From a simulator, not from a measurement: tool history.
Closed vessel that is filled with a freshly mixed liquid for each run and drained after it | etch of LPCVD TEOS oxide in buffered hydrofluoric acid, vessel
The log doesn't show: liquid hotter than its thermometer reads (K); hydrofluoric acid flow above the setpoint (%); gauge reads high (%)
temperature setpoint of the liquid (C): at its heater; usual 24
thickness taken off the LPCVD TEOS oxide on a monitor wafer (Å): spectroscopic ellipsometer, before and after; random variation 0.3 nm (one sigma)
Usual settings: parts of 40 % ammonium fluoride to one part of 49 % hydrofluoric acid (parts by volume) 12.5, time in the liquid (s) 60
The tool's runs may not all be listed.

| run | hour | temperature setpoint of the liquid (C) | parts of 40 % ammonium fluoride to one part of 49 % hydrofluoric acid (parts by volume) | time in the liquid (s) | wafers since the last listed run | hours since the thermometer was replaced | hours since the hydrofluoric acid flow meter was replaced | hours since the gauge calibration | read-back film thickness of the LPCVD TEOS oxide reference wafer, read on the same gauge (nm) | thickness taken off the LPCVD TEOS oxide on a monitor wafer (Å) |
|---|---|---|---|---|---|---|---|---|---|---|
| 1 | 0 | 24 | 12.5 | 60 | 0 | 2619.8 | 1626 | 167.4 | 70.03 | 1655.5 |
| 2 | 9.8 | 24 | 12.5 | 60 | 806 | 2629.6 | 1635.8 | 177.2 | 70 | 1649.2 |
| 3 | 27.3 | 24 | 12.5 | 60 | 1440 | 2647.1 | 1653.3 | 194.7 | 69.97 | 1655.5 |
| 4 | 42.6 | 24 | 12.5 | 60 | 1259 | 2662.4 | 1668.6 | 210 | 70.01 | 1661.3 |
| 5 | 52.7 | 24 | 12.5 | 60 | 831 | 2672.5 | 1678.7 | 220.1 | 70.02 | 1656.8 |
| 6 | 63.8 | 24 | 12.5 | 60 | 913 | 2683.6 | 1689.8 | 231.2 | 70.01 | 1658.7 |
| 7 | 75.9 | 24 | 12.5 | 60 | 996 | 2695.7 | 1701.9 | 243.3 | 70.04 | 1662.8 |
|  | 79 | gauge calibrated |
| 8 | 84.9 | 24 | 12.5 | 60 | 741 | 2704.7 | 1710.9 | 5.9 | 69.99 | 1660.8 |
| 9 | 102.6 | 24 | 12.5 | 60 | 1457 | 2722.4 | 1728.6 | 23.6 | 69.95 | 1667 |
| 10 | 112.5 | 24 | 11 | 90 | 815 | 2732.3 | 1738.5 | 33.5 | 70.07 | 2812.8 |
| 11 | 122.8 | 22 | 7.5 | 80 | 848 | 2742.6 | 1748.8 | 43.8 | 70.01 | 3248 |
|  | 141.4 | hydrofluoric acid flow meter replaced |
| 12 | 169.6 | 24 | 11 | 30 | 3771 | 2789.4 | 28.2 | 90.6 | 70.01 | 858 |
| 13 | 187.4 | 22 | 12.5 | 60 | 1465 | 2807.2 | 46 | 108.4 | 70.02 | 1360.6 |
|  | 189.9 | thermometer replaced |
| 14 | 202.8 | 24 | 12.5 | 60 | 1185 | 12.9 | 61.4 | 123.8 | 70.02 | 1316.5 |
| 15 | 209.2 | 25.5 | 10 | 90 | 526 | 19.3 | 67.8 | 130.2 | 70.03 | 2652 |
| 16 | 223.3 | 26 | 12.5 | 95 | 1161 | 33.4 | 81.9 | 144.3 | 70.02 | 2333.5 |
| 17 | 237.4 | 24 | 12.5 | 60 | 1161 | 47.5 | 96 | 158.4 | 70 | 1319 |
| 18 | 249 | 24 | 11 | 80 | 955 | 59.1 | 107.6 | 170 | 69.99 | 1995.2 |

Forecast each of these 3 alternatives for the next run:
| A | 249.7 | 24 | 12.5 | 60 | 57 | 59.8 | 108.3 | 170.7 | ? | ? |
| B | 249.7 | 28.5 | 9 | 95 | 57 | 59.8 | 108.3 | 170.7 | ? | ? |
| C | 249.7 | 29 | 10 | 80 | 57 | 59.8 | 108.3 | 170.7 | ? | ? |

| run | read-back film thickness of the LPCVD TEOS oxide reference wafer, read on the same gauge (nm) | thickness taken off the LPCVD TEOS oxide on a monitor wafer (Å) |
|---|---|---|
| A | 70.01 | 1325 |
| B | 70.01 | 3554.2 |
| C | 70.01 | 2854.8 |
Without the tool's hidden state the same runs would have given:
| run | thickness taken off the LPCVD TEOS oxide on a monitor wafer (Å) |
|---|---|
| A | 1297.4 |
| B | 3474.6 |
| C | 2812 |
